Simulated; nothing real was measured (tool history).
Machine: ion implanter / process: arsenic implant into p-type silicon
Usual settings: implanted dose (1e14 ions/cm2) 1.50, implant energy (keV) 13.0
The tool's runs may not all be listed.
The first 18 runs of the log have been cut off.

run	day	implanted dose (1e14 ions/cm2)	implant energy (keV)	read-back reference wafer on the same gauge, sheet resistance	sheet resistance of the implanted and annealed layer (ohm/square)
19	38.783	1.90	15.0	460.05	453.96
20	39.783	1.68	17.5	459.74	489.07
21	40.892	1.12	9.0	459.71	719.11
22	42.304	1.50	13.0	459.47	547.90
23	43.954	1.67	16.0	460.06	495.20
24	46.779	1.50	13.0	460.15	551.49
25	49.375	1.50	13.0	460.33	550.79
26	51.725	1.50	11.0	460.09	558.47
27	53.862	1.50	13.0	460.01	551.34
28	55.625	1.18	15.5	460.00	636.73
# day 56.371: gauge calibrated
29	57.529	1.32	9.5	460.02	626.89
30	60.192	1.08	13.0	460.26	696.24
31	61.925	1.91	10.0	459.66	474.93
32	63.667	1.69	10.0	460.34	517.05
33	66.496	1.76	13.0	459.80	486.24
34	68.233	1.17	13.0	459.84	652.53
35	70.492	1.09	15.0	460.63	675.59
36	72.046	1.33	17.0	459.49	577.32
37	74.125	1.24	16.0	460.09	607.25
38	76.900	1.65	16.5	459.90	492.05

Forecast each of these 3 alternatives for the next run:
A	76.917	1.50	16.5	?	?
B	76.917	1.95	15.0	?	?
C	76.917	1.05	13.0	?	?

run	read-back reference wafer on the same gauge, sheet resistance	sheet resistance of the implanted and annealed layer (ohm/square)
A	459.86	527.01
B	459.86	440.26
C	459.86	707.72
Had the tool no hidden state, the same runs would have come out as:
run	sheet resistance of the implanted and annealed layer (ohm/square)
A	538.61
B	450.11
C	723.16
